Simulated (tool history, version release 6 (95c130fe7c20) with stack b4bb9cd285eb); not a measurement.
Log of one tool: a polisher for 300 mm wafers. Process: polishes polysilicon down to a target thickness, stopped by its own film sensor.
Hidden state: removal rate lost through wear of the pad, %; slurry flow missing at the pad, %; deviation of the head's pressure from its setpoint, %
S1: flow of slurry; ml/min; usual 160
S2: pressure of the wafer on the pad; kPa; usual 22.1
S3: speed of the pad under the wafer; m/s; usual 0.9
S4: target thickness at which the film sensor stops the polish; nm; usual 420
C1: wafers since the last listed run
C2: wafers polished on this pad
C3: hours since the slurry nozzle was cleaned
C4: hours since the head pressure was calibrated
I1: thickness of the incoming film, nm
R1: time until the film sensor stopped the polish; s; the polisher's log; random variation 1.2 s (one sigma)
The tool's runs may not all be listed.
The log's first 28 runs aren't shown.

run,hour,S1,S2,S3,S4,C1,C2,C3,C4,I1,R1
29,433.7,160,22.1,0.9,420,197,256,38,104.5,952.5,56.3
30,443.7,120,28.3,0.72,372,68,325,48,114.5,943.2,62.9
31,451,160,22.1,0.9,420,50,375,55.3,121.8,950,59.1
32,461.1,160,26.2,0.9,502,69,444,65.4,131.9,953.2,41.5
33,473.5,120,24.1,0.9,420,85,529,77.8,144.3,949.5,57.8
34,483.4,185,22.1,0.78,503,68,597,87.7,154.2,968.2,57.4
35,491.8,200,29,0.8,264,57,655,96.1,162.6,966.9,62.1
36,508,160,22.1,1.16,420,111,766,112.3,178.8,947.6,45.9
37,521.1,185,24.1,1.2,607,90,857,125.4,191.9,971.3,28.7

4 ways to go on from here, each from the tool as it stands after run 37. What would each give?
A,521.5,135,22.1,0.9,420,2,859,125.8,192.3,978.9,?
B,521.5,210,22.1,0.74,420,2,859,125.8,192.3,978.9,?
C,521.5,185,22.1,1.06,240,2,859,125.8,192.3,978.9,?
D,521.5,160,22.1,0.9,492,2,859,125.8,192.3,978.9,?

run,R1
A,62.7
B,68.7
C,67.8
D,52.8
Without the tool's hidden state the same runs would have given:
run,R1
A,61.4
B,67.3
C,66.4
D,51.7

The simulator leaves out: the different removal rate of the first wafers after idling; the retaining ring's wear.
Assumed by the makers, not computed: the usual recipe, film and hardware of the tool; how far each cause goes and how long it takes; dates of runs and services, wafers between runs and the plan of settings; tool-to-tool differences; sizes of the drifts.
